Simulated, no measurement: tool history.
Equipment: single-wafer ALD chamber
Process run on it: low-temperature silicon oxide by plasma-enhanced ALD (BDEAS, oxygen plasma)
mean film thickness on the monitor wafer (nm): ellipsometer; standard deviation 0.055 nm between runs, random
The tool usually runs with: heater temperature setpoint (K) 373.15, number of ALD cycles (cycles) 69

run    hour  heater temperature setpoint (K)  number of ALD cycles (cycles)  wafers since the last listed run  hours since the last thermocouple change  hours since the gauge calibration  read-back reference wafer on the same gauge, thickness_nm  mean film thickness on the monitor wafer (nm)
  1     0.0                           385.15                             69                                 0                                    2393.2                              413.6                                                      8.091                                          9.884
  2    29.9                           385.15                             69                               145                                    2423.1                              443.5                                                      8.094                                          9.904
  3    52.2                           373.15                             69                               108                                    2445.4                              465.8                                                      8.094                                         10.063
       60.7  -- gauge calibrated
  4    64.4                           373.15                             69                                59                                    2457.6                                3.7                                                      8.088                                         10.061
  5    93.1                           373.15                             69                               139                                    2486.3                               32.4                                                      8.097                                          9.998
  6   110.5                           380.15                             69                                84                                    2503.7                               49.8                                                      8.088                                         10.056
  7   126.6                           380.15                             69                                78                                    2519.8                               65.9                                                      8.106                                          9.949
  8   149.0                           373.15                             69                               108                                    2542.2                               88.3                                                      8.098                                         10.015
  9   167.3                           366.15                             69                                88                                    2560.5                              106.6                                                      8.096                                         10.212
 10   190.7                           366.15                             69                               113                                    2583.9                              130.0                                                      8.098                                         10.262
 11   222.2                           366.15                             69                               153                                    2615.4                              161.5                                                      8.102                                         10.209
 12   246.5                           373.15                             69                               118                                    2639.7                              185.8                                                      8.083                                         10.077
 13   261.0                           373.15                             65                                70                                    2654.2                              200.3                                                      8.092                                          9.440
 14   286.0                           373.15                             65                               121                                    2679.2                              225.3                                                      8.097                                          9.415
 15   317.5                           373.15                             65                               153                                    2710.7                              256.8                                                      8.107                                          9.503
 16   351.3                           373.15                             69                               164                                    2744.5                              290.6                                                      8.111                                         10.122
 17   380.5                           373.15                             69                               142                                    2773.7                              319.8                                                      8.111                                         10.104
 18   399.7                           373.15                             69                                93                                    2792.9                              339.0                                                      8.092                                         10.060
 19   418.6                           368.15                             74                                91                                    2811.8                              357.9                                                      8.117                                         10.975
 20   434.3                           368.15                             74                                76                                    2827.5                              373.6                                                      8.097                                         10.981
 21   466.0                           368.15                             74                               154                                    2859.2                              405.3                                                      8.090                                         10.986
 22   482.6                           381.15                             59                                80                                    2875.8                              421.9                                                      8.110                                          8.493
 23   512.9                           377.15                             60                               147                                    2906.1                              452.2                                                      8.086                                          8.701
 24   538.1                           383.15                             60                               122                                    2931.3                              477.4                                                      8.103                                          8.552
 25   551.2                           378.15                             69                                63                                    2944.4                              490.5                                                      8.124                                          9.849
 26   581.6                           383.15                             69                               147                                    2974.8                              520.9                                                      8.081                                          9.894
 27   616.6                           373.15                             69                               170                                    3009.8                              555.9                                                      8.098                                         10.083
 28   632.7                           365.15                             64                                78                                    3025.9                              572.0                                                      8.107                                          9.631
      650.9  -- gauge calibrated
 29   664.1                           384.15                             75                               152                                    3057.3                               13.2                                                      8.107                                         10.755
      683.3  -- thermocouple changed; heater temperature recalibrated
 30   699.8                           373.15                             69                               134                                      16.5                               48.9                                                      8.086                                         10.152
 31   730.3                           384.15                             69                               148                                      47.0                               79.4                                                      8.118                                          9.876
 32   749.1                           383.15                             65                                91                                      65.8                               98.2                                                      8.096                                          9.343
 33   780.7                           366.15                             57                               153                                      97.4                              129.8                                                      8.109                                          8.462
 34   806.6                           373.15                             69                               125                                     123.3                              155.7                                                      8.088                                         10.144
 35   835.9                           378.15                             60                               142                                     152.6                              185.0                                                      8.097                                          8.699
 36   869.6                           364.15                             74                               163                                     186.3                              218.7                                                      8.098                                         11.032
 37   887.4                           373.15                             69                                86                                     204.1                              236.5                                                      8.102                                         10.036
 38   915.8                           381.15                             76                               138                                     232.5                              264.9                                                      8.092                                         10.963
 39   930.1                           381.15                             75                                69                                     246.8                              279.2                                                      8.080                                         10.779
 40   961.4                           373.15                             69                               152                                     278.1                              310.5                                                      8.116                                         10.038
 41   985.3                           373.15                             69                               116                                     302.0                              334.4                                                      8.105                                         10.186
 42  1009.8                           383.15                             60                               119                                     326.5                              358.9                                                      8.091                                          8.623

3 ways to go on from here, each from the tool as it stands after run 42. What would each give?
  A  1010.3                           362.15                             69                                 2                                     327.0                              359.4                                                          ?                                              ?
  B  1010.3                           364.15                             77                                 2                                     327.0                              359.4                                                          ?                                              ?
  C  1010.3                           365.15                             80                                 2                                     327.0                              359.4                                                          ?                                              ?

run  read-back reference wafer on the same gauge, thickness_nm  mean film thickness on the monitor wafer (nm)
  A                                                      8.111                                         10.346
  B                                                      8.111                                         11.474
  C                                                      8.111                                         11.884
Stripped of hidden state, with their random variation kept, the same runs would have yielded:
run  mean film thickness on the monitor wafer (nm)
  A                                         10.346
  B                                         11.474
  C                                         11.884

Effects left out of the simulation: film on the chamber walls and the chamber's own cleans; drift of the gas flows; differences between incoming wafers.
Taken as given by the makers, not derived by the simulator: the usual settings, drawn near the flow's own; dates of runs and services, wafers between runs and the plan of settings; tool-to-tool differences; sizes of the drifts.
